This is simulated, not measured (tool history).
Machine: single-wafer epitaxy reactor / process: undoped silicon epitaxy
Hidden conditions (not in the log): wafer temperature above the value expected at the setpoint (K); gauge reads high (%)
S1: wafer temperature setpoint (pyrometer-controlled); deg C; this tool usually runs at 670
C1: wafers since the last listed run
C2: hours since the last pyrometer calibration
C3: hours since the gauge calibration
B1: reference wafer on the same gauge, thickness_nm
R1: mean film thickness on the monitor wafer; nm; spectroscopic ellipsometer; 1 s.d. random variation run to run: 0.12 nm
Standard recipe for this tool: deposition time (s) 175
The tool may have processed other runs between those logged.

Run 1, hour 0.0: usual settings; C1 0; C2 1877.5; C3 402.7; B1 57.578. Result: R1 51.910 nm.
Run 2, hour 57.6: usual settings; C1 756; C2 1935.1; C3 460.3; B1 57.574. Result: R1 52.412 nm.
Run 3, hour 136.6: usual settings; C1 1037; C2 2014.1; C3 539.3; B1 57.562. Result: R1 52.324 nm.
Run 4, hour 171.3: usual settings; C1 455; C2 2048.8; C3 574.0; B1 57.573. Result: R1 52.205 nm.
Run 5, hour 195.6: usual settings; C1 319; C2 2073.1; C3 598.3; B1 57.604. Result: R1 52.148 nm.
Run 6, hour 232.3: usual settings; C1 481; C2 2109.8; C3 635.0; B1 57.642. Result: R1 52.224 nm.
Run 7, hour 270.5: usual settings; C1 501; C2 2148.0; C3 673.2; B1 57.579. Result: R1 52.418 nm.
Run 8, hour 336.9: usual settings; C1 872; C2 2214.4; C3 739.6; B1 57.671. Result: R1 52.567 nm.
Run 9, hour 369.2: usual settings but S1 681 deg C; C1 424; C2 2246.7; C3 771.9; B1 57.564. Result: R1 67.869 nm.
Run 10, hour 393.2: usual settings but S1 681 deg C; C1 315; C2 2270.7; C3 795.9; B1 57.583. Result: R1 67.965 nm.
Run 11, hour 445.5: usual settings but S1 681 deg C; C1 686; C2 2323.0; C3 848.2; B1 57.636. Result: R1 67.944 nm.
Run 12, hour 513.8: usual settings but deposition time (s) 163; C1 897; C2 2391.3; C3 916.5; B1 57.642. Result: R1 49.096 nm.
Run 13, hour 585.4: usual settings but S1 678 deg C, deposition time (s) 201; C1 940; C2 2462.9; C3 988.1; B1 57.599. Result: R1 72.872 nm.
Run 14, hour 633.8: usual settings but S1 660 deg C; C1 635; C2 2511.3; C3 1036.5; B1 57.561. Result: R1 41.573 nm.
Run 15, hour 660.7: usual settings but S1 683 deg C, deposition time (s) 197; C1 353; C2 2538.2; C3 1063.4; B1 57.610. Result: R1 80.391 nm.
Run 16, hour 729.9: usual settings but S1 659 deg C; C1 908; C2 2607.4; C3 1132.6; B1 57.563. Result: R1 40.689 nm.
Run 17, hour 774.7: usual settings but S1 665 deg C, deposition time (s) 189; C1 588; C2 2652.2; C3 1177.4; B1 57.573. Result: R1 50.864 nm.

For run 18, what comes out?
Run 18, hour 830.1: usual settings but S1 678 deg C, deposition time (s) 205; C1 727; C2 2707.6; C3 1232.8; B1 ?. Result: R1 ?.

{"run 18": {"B1": 57.646, "R1": 75.123}}
Without the tool's hidden state the same run would have given R1 70.223 nm.

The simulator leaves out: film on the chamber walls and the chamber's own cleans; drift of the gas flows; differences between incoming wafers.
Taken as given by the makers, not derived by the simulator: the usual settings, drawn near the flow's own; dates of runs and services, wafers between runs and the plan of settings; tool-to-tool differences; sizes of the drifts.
